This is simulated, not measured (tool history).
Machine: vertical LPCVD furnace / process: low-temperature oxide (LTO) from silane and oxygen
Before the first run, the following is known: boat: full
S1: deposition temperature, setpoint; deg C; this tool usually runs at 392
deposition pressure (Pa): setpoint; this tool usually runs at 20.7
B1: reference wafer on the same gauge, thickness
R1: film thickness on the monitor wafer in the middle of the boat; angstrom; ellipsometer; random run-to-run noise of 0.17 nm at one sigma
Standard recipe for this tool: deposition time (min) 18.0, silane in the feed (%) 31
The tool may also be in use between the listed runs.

Run 1, hour 0.0: usual settings; B1 74.52. Result: R1 774.2 angstrom.
Run 2, hour 60.4: usual settings; B1 74.55. Result: R1 768.8 angstrom.
Run 3, hour 108.0: usual settings; B1 74.58. Result: R1 775.7 angstrom.
Run 4, hour 265.8: usual settings but deposition time (min) 16.5, silane in the feed (%) 36; B1 74.65. Result: R1 866.7 angstrom.
Run 5, hour 322.5: usual settings; B1 74.50. Result: R1 777.3 angstrom.
At hour 354.8: thermocouples replaced and temperature profile calibrated.
Run 6, hour 359.6: usual settings; B1 74.67. Result: R1 774.0 angstrom.
Run 7, hour 422.1: usual settings; B1 74.63. Result: R1 775.8 angstrom.
At hour 469.8: gauge calibrated.
Run 8, hour 469.8: usual settings; B1 74.68. Result: R1 778.4 angstrom.
At hour 505.6: silane flow controller replaced.
Run 9, hour 506.1: usual settings; B1 74.66. Result: R1 728.4 angstrom.
Run 10, hour 533.3: usual settings; B1 74.62. Result: R1 728.9 angstrom.
Run 11, hour 575.4: usual settings but deposition pressure (Pa) 24.0, deposition time (min) 16.0; B1 74.63. Result: R1 758.1 angstrom.
Run 12, hour 600.2: usual settings; B1 74.65. Result: R1 733.2 angstrom.
Run 13, hour 644.4: usual settings; B1 74.62. Result: R1 733.5 angstrom.
At hour 699.1: pressure gauge zeroed.
Run 14, hour 710.2: usual settings but silane in the feed (%) 26; B1 74.57. Result: R1 590.3 angstrom.
Run 15, hour 763.7: usual settings but S1 402 deg C, deposition pressure (Pa) 24.7; B1 74.63. Result: R1 1036.1 angstrom.
Run 16, hour 821.3: usual settings but S1 403 deg C, deposition pressure (Pa) 16.7; B1 74.61. Result: R1 706.5 angstrom.
Run 17, hour 877.1: usual settings but S1 398 deg C, deposition time (min) 23.0, silane in the feed (%) 29; B1 74.61. Result: R1 952.1 angstrom.
Run 18, hour 917.8: usual settings but S1 401 deg C, deposition pressure (Pa) 24.7; B1 74.63. Result: R1 1021.5 angstrom.
Run 19, hour 953.4: usual settings but S1 387 deg C, deposition time (min) 14.5; B1 74.59. Result: R1 581.3 angstrom.
Run 20, hour 1002.3: usual settings; B1 74.62. Result: R1 765.4 angstrom.
Run 21, hour 1073.0: usual settings but S1 401 deg C, deposition pressure (Pa) 24.7; B1 74.53. Result: R1 1012.7 angstrom.

Measured less the same run without the tool's hidden state. The same run-to-run variation is in both; the gauge's scatter may not be:
Hidden state at play: true tube temperature minus thermocouple reading, K; true pressure minus gauge reading, mTorr; deviation of the silane flow from its setpoint, %; gauge reads high (%).
run     R1
  1   +7.3
  2   +7.6
  3   +8.0
  4   +2.1
  5   +9.6
  6   +9.9
  7  +10.3
  8  +10.8
  9  -34.3
 10  -34.0
 11  -29.4
 12  -33.6
 13  -33.2
 14   +4.2
 15   +4.7
 16   +0.8
 17   +1.2
 18   +1.1
 19   -0.7
 20   -1.9
 21   -1.7
